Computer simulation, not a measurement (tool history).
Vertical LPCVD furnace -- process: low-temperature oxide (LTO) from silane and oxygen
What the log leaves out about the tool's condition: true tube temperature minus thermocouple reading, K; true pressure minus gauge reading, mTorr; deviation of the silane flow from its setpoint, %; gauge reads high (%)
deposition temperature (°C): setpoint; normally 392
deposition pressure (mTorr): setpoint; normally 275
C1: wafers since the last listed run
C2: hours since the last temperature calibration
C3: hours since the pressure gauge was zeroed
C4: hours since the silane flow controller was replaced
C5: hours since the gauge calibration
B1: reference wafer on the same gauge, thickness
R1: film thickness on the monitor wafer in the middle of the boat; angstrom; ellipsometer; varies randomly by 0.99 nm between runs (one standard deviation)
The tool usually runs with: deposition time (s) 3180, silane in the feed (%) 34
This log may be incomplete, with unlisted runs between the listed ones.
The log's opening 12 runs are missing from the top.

{"run": 13, "hour": 164.1, "deposition temperature (°C)": 392, "deposition pressure (mTorr)": 275, "deposition time (s)": 3180, "silane in the feed (%)": 34, "C1": 106, "C2": 3747.0, "C3": 67.5, "C4": 3680.2, "C5": 555.2, "B1": 539.22, "R1": 4444.0}
{"hour": 202.8, "done": "thermocouples replaced and temperature profile calibrated"}
{"hour": 217.4, "done": "silane flow controller replaced"}
{"run": 14, "hour": 217.9, "deposition temperature (°C)": 392, "deposition pressure (mTorr)": 275, "deposition time (s)": 3180, "silane in the feed (%)": 38, "C1": 195, "C2": 15.1, "C3": 121.3, "C4": 0.5, "C5": 609.0, "B1": 538.86, "R1": 5516.4}
{"run": 15, "hour": 222.6, "deposition temperature (°C)": 386, "deposition pressure (mTorr)": 275, "deposition time (s)": 4170, "silane in the feed (%)": 40, "C1": 60, "C2": 19.8, "C3": 126.0, "C4": 5.2, "C5": 613.7, "B1": 538.73, "R1": 7195.0}
{"hour": 224.7, "done": "gauge calibrated"}
{"run": 16, "hour": 227.3, "deposition temperature (°C)": 396, "deposition pressure (mTorr)": 275, "deposition time (s)": 2670, "silane in the feed (%)": 34, "C1": 60, "C2": 24.5, "C3": 130.7, "C4": 9.9, "C5": 2.6, "B1": 538.95, "R1": 4193.2}
{"run": 17, "hour": 233.2, "deposition temperature (°C)": 392, "deposition pressure (mTorr)": 335, "deposition time (s)": 4140, "silane in the feed (%)": 34, "C1": 75, "C2": 30.4, "C3": 136.6, "C4": 15.8, "C5": 8.5, "B1": 538.77, "R1": 7564.1}
{"run": 18, "hour": 242.5, "deposition temperature (°C)": 392, "deposition pressure (mTorr)": 315, "deposition time (s)": 4410, "silane in the feed (%)": 39, "C1": 119, "C2": 39.7, "C3": 145.9, "C4": 25.1, "C5": 17.8, "B1": 539.01, "R1": 9097.9}
{"run": 19, "hour": 258.1, "deposition temperature (°C)": 388, "deposition pressure (mTorr)": 275, "deposition time (s)": 3180, "silane in the feed (%)": 40, "C1": 200, "C2": 55.3, "C3": 161.5, "C4": 40.7, "C5": 33.4, "B1": 538.85, "R1": 5641.4}
{"run": 20, "hour": 274.5, "deposition temperature (°C)": 392, "deposition pressure (mTorr)": 335, "deposition time (s)": 3180, "silane in the feed (%)": 34, "C1": 210, "C2": 71.7, "C3": 177.9, "C4": 57.1, "C5": 49.8, "B1": 539.03, "R1": 5793.3}
{"run": 21, "hour": 288.7, "deposition temperature (°C)": 386, "deposition pressure (mTorr)": 205, "deposition time (s)": 2130, "silane in the feed (%)": 38, "C1": 182, "C2": 85.9, "C3": 192.1, "C4": 71.3, "C5": 64.0, "B1": 539.13, "R1": 2567.7}
{"run": 22, "hour": 308.3, "deposition temperature (°C)": 387, "deposition pressure (mTorr)": 275, "deposition time (s)": 2100, "silane in the feed (%)": 34, "C1": 251, "C2": 105.5, "C3": 211.7, "C4": 90.9, "C5": 83.6, "B1": 538.79, "R1": 2955.3}
{"run": 23, "hour": 317.5, "deposition temperature (°C)": 380, "deposition pressure (mTorr)": 220, "deposition time (s)": 3180, "silane in the feed (%)": 29, "C1": 118, "C2": 114.7, "C3": 220.9, "C4": 100.1, "C5": 92.8, "B1": 539.07, "R1": 2591.6}
{"run": 24, "hour": 330.6, "deposition temperature (°C)": 392, "deposition pressure (mTorr)": 275, "deposition time (s)": 3180, "silane in the feed (%)": 34, "C1": 168, "C2": 127.8, "C3": 234.0, "C4": 113.2, "C5": 105.9, "B1": 539.2, "R1": 4750.6}
{"run": 25, "hour": 348.7, "deposition temperature (°C)": 392, "deposition pressure (mTorr)": 330, "deposition time (s)": 2640, "silane in the feed (%)": 34, "C1": 232, "C2": 145.9, "C3": 252.1, "C4": 131.3, "C5": 124.0, "B1": 538.96, "R1": 4739.0}
{"run": 26, "hour": 367.6, "deposition temperature (°C)": 392, "deposition pressure (mTorr)": 275, "deposition time (s)": 3180, "silane in the feed (%)": 34, "C1": 242, "C2": 164.8, "C3": 271.0, "C4": 150.2, "C5": 142.9, "B1": 538.83, "R1": 4753.7}
{"run": 27, "hour": 382.4, "deposition temperature (°C)": 392, "deposition pressure (mTorr)": 275, "deposition time (s)": 3180, "silane in the feed (%)": 31, "C1": 190, "C2": 179.6, "C3": 285.8, "C4": 165.0, "C5": 157.7, "B1": 539.14, "R1": 4170.0}
{"run": 28, "hour": 401.3, "deposition temperature (°C)": 392, "deposition pressure (mTorr)": 275, "deposition time (s)": 3180, "silane in the feed (%)": 34, "C1": 242, "C2": 198.5, "C3": 304.7, "C4": 183.9, "C5": 176.6, "B1": 538.84, "R1": 4738.2}
{"run": 29, "hour": 415.2, "deposition temperature (°C)": 392, "deposition pressure (mTorr)": 310, "deposition time (s)": 2310, "silane in the feed (%)": 34, "C1": 178, "C2": 212.4, "C3": 318.6, "C4": 197.8, "C5": 190.5, "B1": 539.11, "R1": 3894.5}
{"run": 30, "hour": 423.5, "deposition temperature (°C)": 384, "deposition pressure (mTorr)": 325, "deposition time (s)": 2010, "silane in the feed (%)": 34, "C1": 106, "C2": 220.7, "C3": 326.9, "C4": 206.1, "C5": 198.8, "B1": 539.03, "R1": 3218.3}

Here are 5 independent what-if runs from the current tool condition. What would each one return?
{"run": "A", "hour": 428.3, "deposition temperature (°C)": 388, "deposition pressure (mTorr)": 275, "deposition time (s)": 3180, "silane in the feed (%)": 34, "C1": 61, "C2": 225.5, "C3": 331.7, "C4": 210.9, "C5": 203.6, "B1": "?", "R1": "?"}
{"run": "B", "hour": 428.3, "deposition temperature (°C)": 392, "deposition pressure (mTorr)": 275, "deposition time (s)": 3180, "silane in the feed (%)": 32, "C1": 61, "C2": 225.5, "C3": 331.7, "C4": 210.9, "C5": 203.6, "B1": "?", "R1": "?"}
{"run": "C", "hour": 428.3, "deposition temperature (°C)": 399, "deposition pressure (mTorr)": 295, "deposition time (s)": 2160, "silane in the feed (%)": 36, "C1": 61, "C2": 225.5, "C3": 331.7, "C4": 210.9, "C5": 203.6, "B1": "?", "R1": "?"}
{"run": "D", "hour": 428.3, "deposition temperature (°C)": 392, "deposition pressure (mTorr)": 295, "deposition time (s)": 3180, "silane in the feed (%)": 34, "C1": 61, "C2": 225.5, "C3": 331.7, "C4": 210.9, "C5": 203.6, "B1": "?", "R1": "?"}
{"run": "E", "hour": 428.3, "deposition temperature (°C)": 387, "deposition pressure (mTorr)": 275, "deposition time (s)": 4350, "silane in the feed (%)": 34, "C1": 61, "C2": 225.5, "C3": 331.7, "C4": 210.9, "C5": 203.6, "B1": "?", "R1": "?"}

run=A B1=538.99 R1=4516.8
run=B B1=538.99 R1=4349.9
run=C B1=538.99 R1=4047.9
run=D B1=538.99 R1=5083.7
run=E B1=538.99 R1=6104.1
With no hidden state in the tool, these same runs would have given:
run=A R1=4524.1
run=B R1=4357.4
run=C R1=4053.9
run=D R1=5092.0
run=E R1=6114.1
